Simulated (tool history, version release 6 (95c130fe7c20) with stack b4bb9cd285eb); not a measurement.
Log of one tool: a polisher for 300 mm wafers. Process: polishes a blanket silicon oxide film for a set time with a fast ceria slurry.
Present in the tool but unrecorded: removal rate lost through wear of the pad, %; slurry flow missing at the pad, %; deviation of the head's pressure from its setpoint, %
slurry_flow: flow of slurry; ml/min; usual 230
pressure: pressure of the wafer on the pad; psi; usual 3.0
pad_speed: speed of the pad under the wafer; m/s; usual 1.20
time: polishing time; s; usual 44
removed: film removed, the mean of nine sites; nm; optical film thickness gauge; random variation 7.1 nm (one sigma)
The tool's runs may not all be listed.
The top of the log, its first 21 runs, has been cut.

| run | hour | slurry_flow | pressure | pad_speed | time | wafers since the last listed run | wafers polished on this pad | hours since the slurry nozzle was cleaned | hours since the head pressure was calibrated | incoming thickness of the incoming film, nm | removed |
|---|---|---|---|---|---|---|---|---|---|---|---|
| 22 | 1083.7 | 230 | 3.0 | 1.20 | 44 | 638 | 1644 | 152.1 | 1283.1 | 2476.6 | 995.5 |
|  | 1110.7 | head pressure recalibrated |
| 23 | 1115.2 | 230 | 3.0 | 1.20 | 44 | 393 | 2038 | 183.6 | 4.5 | 2507.6 | 939.8 |
| 24 | 1139.2 | 155 | 3.0 | 0.96 | 33 | 320 | 2358 | 207.6 | 28.5 | 2519.8 | 572.0 |
| 25 | 1242.3 | 180 | 3.0 | 1.20 | 31 | 1375 | 3733 | 310.7 | 131.6 | 2475.2 | 628.7 |
| 26 | 1305.4 | 230 | 3.0 | 1.20 | 44 | 841 | 4575 | 373.8 | 194.7 | 2459.5 | 929.6 |
| 27 | 1366.4 | 230 | 3.3 | 1.20 | 44 | 813 | 5388 | 434.8 | 255.7 | 2520.0 | 994.4 |
| 28 | 1411.4 | 230 | 3.0 | 1.20 | 34 | 600 | 5989 | 479.8 | 300.7 | 2488.2 | 719.5 |
|  | 1419.1 | worn pad replaced by a new one |
|  | 1437.3 | slurry nozzle cleaned |
| 29 | 1445.0 | 230 | 3.0 | 1.20 | 44 | 381 | 332 | 7.7 | 334.3 | 2479.4 | 948.7 |
| 30 | 1513.9 | 295 | 2.5 | 1.20 | 37 | 918 | 1251 | 76.6 | 403.2 | 2458.3 | 755.0 |
| 31 | 1574.0 | 230 | 3.0 | 1.20 | 44 | 801 | 2052 | 136.7 | 463.3 | 2499.8 | 947.2 |
| 32 | 1637.1 | 230 | 2.2 | 1.20 | 32 | 841 | 2894 | 199.8 | 526.4 | 2538.7 | 595.3 |
| 33 | 1685.1 | 305 | 2.6 | 1.36 | 29 | 640 | 3534 | 247.8 | 574.4 | 2461.6 | 644.4 |
| 34 | 1732.1 | 300 | 2.2 | 1.48 | 53 | 626 | 4161 | 294.8 | 621.4 | 2496.5 | 1156.2 |
| 35 | 1778.6 | 230 | 3.0 | 0.82 | 44 | 620 | 4781 | 341.3 | 667.9 | 2462.3 | 796.1 |
|  | 1823.3 | slurry nozzle cleaned |
| 36 | 1849.9 | 230 | 3.0 | 1.20 | 44 | 937 | 5719 | 26.6 | 739.2 | 2495.7 | 956.9 |
|  | 1906.2 | worn pad replaced by a new one |
| 37 | 1906.7 | 305 | 3.8 | 0.78 | 52 | 704 | 6 | 83.4 | 796.0 | 2485.0 | 1099.1 |
| 38 | 1946.2 | 230 | 3.5 | 1.20 | 44 | 526 | 533 | 122.9 | 835.5 | 2478.7 | 1049.6 |

What if the next run were any one of these 3? Each begins from the tool's condition after run 38:
| A | 1946.6 | 230 | 3.0 | 1.20 | 44 | 5 | 538 | 123.3 | 835.9 | 2516.9 | ? |
| B | 1946.6 | 270 | 3.0 | 1.20 | 44 | 5 | 538 | 123.3 | 835.9 | 2516.9 | ? |
| C | 1946.6 | 200 | 2.2 | 0.98 | 36 | 5 | 538 | 123.3 | 835.9 | 2516.9 | ? |

| run | removed |
|---|---|
| A | 971.5 |
| B | 993.2 |
| C | 603.8 |
Without the tool's hidden state the same runs would have given:
| run | removed |
|---|---|
| A | 933.5 |
| B | 954.4 |
| C | 580.2 |

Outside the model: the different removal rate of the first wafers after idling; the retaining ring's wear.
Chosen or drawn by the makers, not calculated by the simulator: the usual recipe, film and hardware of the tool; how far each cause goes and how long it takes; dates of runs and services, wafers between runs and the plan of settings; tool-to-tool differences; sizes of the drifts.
